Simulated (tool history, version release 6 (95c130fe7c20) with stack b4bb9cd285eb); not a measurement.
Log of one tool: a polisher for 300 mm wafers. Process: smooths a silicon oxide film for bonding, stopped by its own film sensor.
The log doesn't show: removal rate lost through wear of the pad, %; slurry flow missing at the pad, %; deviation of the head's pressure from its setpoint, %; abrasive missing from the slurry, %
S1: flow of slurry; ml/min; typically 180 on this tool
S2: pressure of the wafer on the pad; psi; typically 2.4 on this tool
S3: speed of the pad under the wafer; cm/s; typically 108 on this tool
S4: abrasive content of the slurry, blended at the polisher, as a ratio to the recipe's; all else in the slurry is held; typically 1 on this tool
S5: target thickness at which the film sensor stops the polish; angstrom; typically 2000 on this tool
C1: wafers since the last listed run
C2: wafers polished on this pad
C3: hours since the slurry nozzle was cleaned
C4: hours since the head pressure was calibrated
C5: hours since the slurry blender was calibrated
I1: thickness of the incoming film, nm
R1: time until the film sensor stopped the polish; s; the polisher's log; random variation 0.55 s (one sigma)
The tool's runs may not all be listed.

run	hour	S1	S2	S3	S4	S5	C1	C2	C3	C4	C5	I1	R1
1	0	180	1.9	108	1	1950	0	539	238.2	341	42	229.9	67
2	22.9	180	2.4	108	1	2040	184	724	261.1	363.9	64.9	228.8	37.8
3	45.8	180	2.4	108	1	2040	184	909	284	386.8	87.8	231.2	43.1
# hour 67.1: worn pad replaced by a new one
4	71.4	180	2.4	108	1	2040	174	34	309.6	412.4	113.4	235	50.9
5	87	180	2.4	108	1	2000	125	160	325.2	428	129	232.7	53.7
6	114.4	180	2.4	108	1	2000	221	381	352.6	455.4	156.4	230.4	55.3
7	149.6	180	2.4	108	1	2000	284	665	387.8	490.6	191.6	228.3	55.4
# hour 153.6: slurry nozzle cleaned
# hour 162.1: slurry blender recalibrated
8	181	150	2.4	108	1	2000	229	895	27.4	522	18.9	233.2	47.1
9	198.6	180	2.4	108	1	2000	142	1037	45	539.6	36.5	228.6	40.5
10	226.9	180	2.4	108	1.05	1930	228	1265	73.3	567.9	64.8	234.6	58.3
# hour 240.4: worn pad replaced by a new one
11	256.7	195	2.4	108	1	2000	208	131	103.1	597.7	94.6	231.3	46.5
12	284.4	195	2.4	108	1	2000	223	355	130.8	625.4	122.3	230.9	46.6
13	296.6	195	2.4	108	1	2000	98	454	143	637.6	134.5	227.7	42.6
14	322.9	180	2.4	108	1	2000	212	666	169.3	663.9	160.8	230.6	51
# hour 328.8: slurry blender recalibrated
15	335	225	2.4	88	1	2030	81	747	181.4	676	6.2	230.4	42.3
# hour 345.4: head pressure recalibrated
16	364.1	180	2.4	108	0.75	2000	218	966	210.5	18.7	35.3	225.8	48.6
# hour 388.3: worn pad replaced by a new one
17	399.8	180	1.6	108	1	1950	255	92	246.2	54.4	71	226.2	70.4
18	431	180	3.1	108	1.25	2000	251	344	277.4	85.6	102.2	233.4	35.7
# hour 460.2: slurry nozzle cleaned
19	466.2	180	2.4	108	1	2000	276	621	6	120.8	137.4	229.4	43.1
20	497	180	1.9	108	1	1950	248	869	36.8	151.6	168.2	231.9	74.2
21	520	150	3	132	1	2000	185	1055	59.8	174.6	191.2	230	35.1
# hour 530.7: slurry blender recalibrated
# hour 545.4: worn pad replaced by a new one
22	545.9	180	2.6	140	1	2000	160	4	85.7	200.5	15.2	227.4	28.5
23	565.5	180	2.4	72	1	2000	158	162	105.3	220.1	34.8	231.8	60.4
24	596.2	180	2.4	108	1	2000	247	410	136	250.8	65.5	230.9	45.4
25	624.6	180	2.6	140	1	2000	229	639	164.4	279.2	93.9	229.1	33.7
26	644.9	210	2.4	108	1	2070	163	803	184.7	299.5	114.2	231	35.8
27	665.2	160	1.8	108	1.2	1930	163	967	205	319.8	134.5	229.2	71
28	694.9	180	1.9	108	1	2000	239	1207	234.7	349.5	164.2	232.2	69.6
# hour 710.3: worn pad replaced by a new one
29	710.8	180	2.4	108	1	2000	96	4	250.6	365.4	180.1	227.8	48.7
30	722.6	195	2.4	108	1	2000	95	99	262.4	377.2	191.9	233.3	56.8

Predict each of these 4 candidate next runs independently; none follows another, all start after run 30:
A	723	180	2.4	108	1	2000	3	102	262.8	377.6	192.3	231.1	?
B	723	140	1.9	78	1	1960	3	102	262.8	377.6	192.3	231.1	?
C	723	235	2.4	82	1.3	2000	3	102	262.8	377.6	192.3	231.1	?
D	723	235	1.9	108	1	2100	3	102	262.8	377.6	192.3	231.1	?

run	R1
A	55.4
B	108.2
C	53
D	44.9
With the hidden condition removed and each run's random variation left untouched, the same runs would have given:
run	R1
A	41.1
B	78.3
C	41.7
D	34

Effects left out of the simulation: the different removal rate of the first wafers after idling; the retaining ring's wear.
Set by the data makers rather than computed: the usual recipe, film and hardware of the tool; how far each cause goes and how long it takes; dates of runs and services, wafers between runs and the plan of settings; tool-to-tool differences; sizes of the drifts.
